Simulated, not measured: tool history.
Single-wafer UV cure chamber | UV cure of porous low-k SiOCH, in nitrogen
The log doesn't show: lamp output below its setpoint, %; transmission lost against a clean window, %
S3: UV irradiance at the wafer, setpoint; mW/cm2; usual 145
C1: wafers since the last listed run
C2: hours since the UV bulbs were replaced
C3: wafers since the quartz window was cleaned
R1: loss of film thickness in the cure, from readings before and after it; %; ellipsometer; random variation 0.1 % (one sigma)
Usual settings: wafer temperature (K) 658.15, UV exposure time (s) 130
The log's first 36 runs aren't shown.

run 37 day=16.533 | wafer_temperature_(K)=658.15 UV_exposure_time_(s)=80 S3=123 | C1=51 C2=166.6 C3=881 | R1=7.533
run 38 day=16.867 | wafer_temperature_(K)=658.15 UV_exposure_time_(s)=130 S3=145 | C1=63 C2=174.6 C3=944 | R1=10.214
run 39 day=17.4 | wafer_temperature_(K)=670.15 UV_exposure_time_(s)=165 S3=145 | C1=101 C2=187.4 C3=1045 | R1=11.564
run 40 day=19.142 | wafer_temperature_(K)=658.15 UV_exposure_time_(s)=130 S3=145 | C1=330 C2=229.2 C3=1375 | R1=10.205
run 41 day=19.546 | wafer_temperature_(K)=651.15 UV_exposure_time_(s)=110 S3=126 | C1=76 C2=238.9 C3=1451 | R1=8.786
run 42 day=19.821 | wafer_temperature_(K)=658.15 UV_exposure_time_(s)=130 S3=145 | C1=52 C2=245.5 C3=1504 | R1=10.198
run 43 day=20.333 | wafer_temperature_(K)=676.15 UV_exposure_time_(s)=130 S3=145 | C1=97 C2=257.8 C3=1601 | R1=10.369
run 44 day=20.962 | wafer_temperature_(K)=642.15 UV_exposure_time_(s)=200 S3=133 | C1=119 C2=272.9 C3=1720 | R1=11.37
run 45 day=21.312 | wafer_temperature_(K)=658.15 UV_exposure_time_(s)=105 S3=145 | C1=66 C2=281.3 C3=1786 | R1=9.029
run 46 day=21.633 | wafer_temperature_(K)=647.15 UV_exposure_time_(s)=130 S3=125 | C1=60 C2=289 C3=1847 | R1=9.179

Forecast each of these 5 alternatives for the next run:
run A day=21.65 | wafer_temperature_(K)=658.15 UV_exposure_time_(s)=130 S3=145 | C1=3 C2=289.4 C3=1850 | R1=?
run B day=21.65 | wafer_temperature_(K)=658.15 UV_exposure_time_(s)=130 S3=168 | C1=3 C2=289.4 C3=1850 | R1=?
run C day=21.65 | wafer_temperature_(K)=676.15 UV_exposure_time_(s)=205 S3=145 | C1=3 C2=289.4 C3=1850 | R1=?
run D day=21.65 | wafer_temperature_(K)=658.15 UV_exposure_time_(s)=130 S3=118 | C1=3 C2=289.4 C3=1850 | R1=?
run E day=21.65 | wafer_temperature_(K)=644.15 UV_exposure_time_(s)=200 S3=135 | C1=3 C2=289.4 C3=1850 | R1=?

run=A R1=10.034
run=B R1=10.69
run=C R1=12.429
run=D R1=9.134
run=E R1=11.391
Without the tool's hidden state the same runs would have given:
run=A R1=10.405
run=B R1=11.068
run=C R1=12.823
run=D R1=9.497
run=E R1=11.776
